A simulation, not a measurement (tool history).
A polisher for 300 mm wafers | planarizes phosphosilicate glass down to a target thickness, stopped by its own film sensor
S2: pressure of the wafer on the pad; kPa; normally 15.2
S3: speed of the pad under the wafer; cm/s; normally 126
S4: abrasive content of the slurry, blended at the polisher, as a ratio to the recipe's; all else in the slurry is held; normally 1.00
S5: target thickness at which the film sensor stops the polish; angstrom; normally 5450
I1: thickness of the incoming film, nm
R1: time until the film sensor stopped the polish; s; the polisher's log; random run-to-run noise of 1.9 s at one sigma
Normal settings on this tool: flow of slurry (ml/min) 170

run 1 hour=0.0 | flow_of_slurry_(ml/min)=205 S2=15.2 S3=138 S4=1.00 S5=5450 | I1=1205.5 | R1=114.5
run 2 hour=29.6 | flow_of_slurry_(ml/min)=170 S2=15.2 S3=126 S4=1.00 S5=5450 | I1=1221.4 | R1=126.6
run 3 hour=43.6 | flow_of_slurry_(ml/min)=170 S2=15.2 S3=126 S4=1.00 S5=5450 | I1=1225.8 | R1=128.7
run 4 hour=63.9 | flow_of_slurry_(ml/min)=170 S2=15.2 S3=126 S4=1.00 S5=5450 | I1=1215.3 | R1=132.5
-- hour=78.4 conditioning disc replaced and pad reconditioned
-- hour=95.5 worn pad replaced by a new one
run 5 hour=96.9 | flow_of_slurry_(ml/min)=170 S2=11.7 S3=126 S4=1.00 S5=5450 | I1=1218.9 | R1=146.7
run 6 hour=120.0 | flow_of_slurry_(ml/min)=170 S2=11.7 S3=126 S4=1.00 S5=5450 | I1=1212.6 | R1=156.2
-- hour=125.2 slurry blender recalibrated
-- hour=134.7 slurry nozzle cleaned
run 7 hour=144.7 | flow_of_slurry_(ml/min)=170 S2=15.2 S3=126 S4=1.00 S5=5450 | I1=1230.7 | R1=103.1
run 8 hour=179.6 | flow_of_slurry_(ml/min)=170 S2=15.2 S3=126 S4=1.10 S5=3550 | I1=1219.9 | R1=130.9
run 9 hour=207.7 | flow_of_slurry_(ml/min)=125 S2=17.2 S3=106 S4=0.75 S5=5450 | I1=1220.9 | R1=141.0
run 10 hour=239.7 | flow_of_slurry_(ml/min)=170 S2=15.2 S3=160 S4=1.00 S5=3420 | I1=1219.2 | R1=120.1
run 11 hour=260.2 | flow_of_slurry_(ml/min)=170 S2=15.2 S3=138 S4=1.00 S5=5450 | I1=1209.4 | R1=109.5
-- hour=265.0 worn pad replaced by a new one
run 12 hour=280.6 | flow_of_slurry_(ml/min)=195 S2=15.2 S3=86 S4=1.00 S5=5450 | I1=1227.3 | R1=155.1
run 13 hour=316.5 | flow_of_slurry_(ml/min)=225 S2=15.2 S3=126 S4=1.25 S5=5450 | I1=1222.1 | R1=106.1
-- hour=338.3 slurry nozzle cleaned
run 14 hour=348.5 | flow_of_slurry_(ml/min)=170 S2=15.2 S3=126 S4=1.00 S5=5450 | I1=1209.2 | R1=125.1
run 15 hour=368.3 | flow_of_slurry_(ml/min)=170 S2=15.2 S3=126 S4=1.00 S5=5450 | I1=1232.5 | R1=131.0
run 16 hour=401.9 | flow_of_slurry_(ml/min)=170 S2=15.2 S3=126 S4=1.15 S5=3230 | I1=1224.3 | R1=159.2
run 17 hour=426.8 | flow_of_slurry_(ml/min)=200 S2=15.2 S3=126 S4=1.00 S5=4720 | I1=1222.6 | R1=146.6
-- hour=431.1 head pressure recalibrated
-- hour=445.2 worn pad replaced by a new one
-- hour=445.3 slurry blender recalibrated
run 18 hour=461.7 | flow_of_slurry_(ml/min)=170 S2=20.7 S3=126 S4=0.90 S5=3890 | I1=1204.8 | R1=112.9
run 19 hour=478.6 | flow_of_slurry_(ml/min)=170 S2=15.2 S3=126 S4=0.75 S5=5450 | I1=1225.2 | R1=135.5
run 20 hour=514.4 | flow_of_slurry_(ml/min)=170 S2=10.3 S3=126 S4=1.00 S5=5450 | I1=1207.3 | R1=150.6
run 21 hour=527.1 | flow_of_slurry_(ml/min)=170 S2=15.2 S3=126 S4=1.00 S5=5450 | I1=1217.6 | R1=119.4
-- hour=552.7 slurry nozzle cleaned
run 22 hour=556.9 | flow_of_slurry_(ml/min)=210 S2=16.5 S3=126 S4=0.85 S5=4670 | I1=1217.6 | R1=130.3
run 23 hour=576.9 | flow_of_slurry_(ml/min)=205 S2=15.2 S3=126 S4=1.00 S5=4650 | I1=1227.0 | R1=132.3
-- hour=598.0 conditioning disc replaced and pad reconditioned
run 24 hour=600.4 | flow_of_slurry_(ml/min)=170 S2=15.2 S3=126 S4=1.00 S5=5450 | I1=1226.2 | R1=109.1
run 25 hour=630.9 | flow_of_slurry_(ml/min)=170 S2=15.2 S3=126 S4=1.00 S5=5450 | I1=1200.4 | R1=106.9

Branching from run 25: 4 alternative next runs. What would each branch give?
run A hour=631.4 | flow_of_slurry_(ml/min)=170 S2=15.2 S3=148 S4=1.00 S5=5450 | I1=1202.1 | R1=?
run B hour=631.4 | flow_of_slurry_(ml/min)=170 S2=11.7 S3=126 S4=0.85 S5=4500 | I1=1202.1 | R1=?
run C hour=631.4 | flow_of_slurry_(ml/min)=145 S2=15.2 S3=110 S4=1.10 S5=5450 | I1=1202.1 | R1=?
run D hour=631.4 | flow_of_slurry_(ml/min)=170 S2=16.5 S3=126 S4=1.00 S5=3140 | I1=1202.1 | R1=?

run=A R1=100.9
run=B R1=179.1
run=C R1=123.4
run=D R1=143.8
Without the tool's hidden state the same runs would have given:
run=A R1=84.3
run=B R1=148.9
run=C R1=104.8
run=D R1=120.4
